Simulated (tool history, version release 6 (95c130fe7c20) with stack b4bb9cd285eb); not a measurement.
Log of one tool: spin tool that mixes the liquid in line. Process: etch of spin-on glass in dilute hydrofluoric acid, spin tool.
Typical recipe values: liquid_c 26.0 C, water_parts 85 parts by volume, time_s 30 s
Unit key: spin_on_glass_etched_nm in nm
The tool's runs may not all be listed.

| run | hour | liquid_c | water_parts | time_s | read-back film thickness of the spin-on glass reference wafer, read on the same gauge (nm) | spin_on_glass_etched_nm |
|---|---|---|---|---|---|---|
| 1 | 0.0 | 26.0 | 110 | 30 | 140.00 | 10.21 |
| 2 | 27.2 | 26.0 | 110 | 30 | 139.99 | 10.31 |
| 3 | 56.7 | 26.0 | 110 | 30 | 140.01 | 10.22 |
|  | 58.8 | gauge calibrated |
| 4 | 81.8 | 26.0 | 70 | 30 | 139.99 | 17.01 |
| 5 | 100.4 | 26.0 | 70 | 30 | 139.98 | 16.91 |
| 6 | 135.9 | 26.0 | 70 | 30 | 140.01 | 17.13 |
| 7 | 152.6 | 26.0 | 85 | 40 | 140.00 | 18.61 |
| 8 | 187.1 | 26.0 | 85 | 40 | 140.02 | 18.47 |
| 9 | 275.4 | 26.0 | 85 | 30 | 140.01 | 13.91 |
| 10 | 301.6 | 26.0 | 85 | 30 | 139.99 | 14.06 |
| 11 | 316.4 | 26.0 | 65 | 25 | 140.00 | 15.48 |
| 12 | 345.0 | 26.0 | 65 | 25 | 139.99 | 15.64 |
| 13 | 367.1 | 27.5 | 75 | 30 | 139.99 | 16.93 |
|  | 383.3 | thermometer replaced |
| 14 | 384.9 | 27.5 | 75 | 30 | 139.97 | 17.26 |
|  | 429.1 | hydrofluoric acid flow meter replaced |
| 15 | 460.5 | 26.0 | 85 | 30 | 140.02 | 15.12 |
| 16 | 474.0 | 23.0 | 85 | 30 | 140.01 | 13.07 |
| 17 | 488.5 | 24.0 | 85 | 30 | 139.99 | 13.91 |
| 18 | 524.3 | 26.0 | 85 | 45 | 140.02 | 22.41 |
| 19 | 556.9 | 30.0 | 125 | 30 | 139.98 | 11.38 |
| 20 | 571.5 | 30.5 | 120 | 25 | 140.03 | 10.22 |
|  | 588.1 | hydrofluoric acid flow meter replaced, repeated, since the last time left the tool worse |
|  | 615.7 | gauge calibrated |
| 21 | 618.6 | 30.0 | 100 | 20 | 140.02 | 8.40 |
| 22 | 653.3 | 26.0 | 85 | 40 | 139.99 | 17.26 |
| 23 | 668.8 | 26.0 | 125 | 30 | 139.99 | 8.28 |
| 24 | 702.2 | 22.5 | 85 | 45 | 140.01 | 16.96 |
| 25 | 724.7 | 24.5 | 105 | 20 | 140.02 | 6.46 |

For run 26, what comes out?
| 26 | 737.0 | 29.0 | 75 | 30 | ? | ? |

{"run 26": {"read-back film thickness of the spin-on glass reference wafer, read on the same gauge (nm)": 140.01, "spin_on_glass_etched_nm": 16.85}}
With the hidden condition absent and the run-to-run variation left alone, this run would have shown spin_on_glass_etched_nm 16.62 nm.
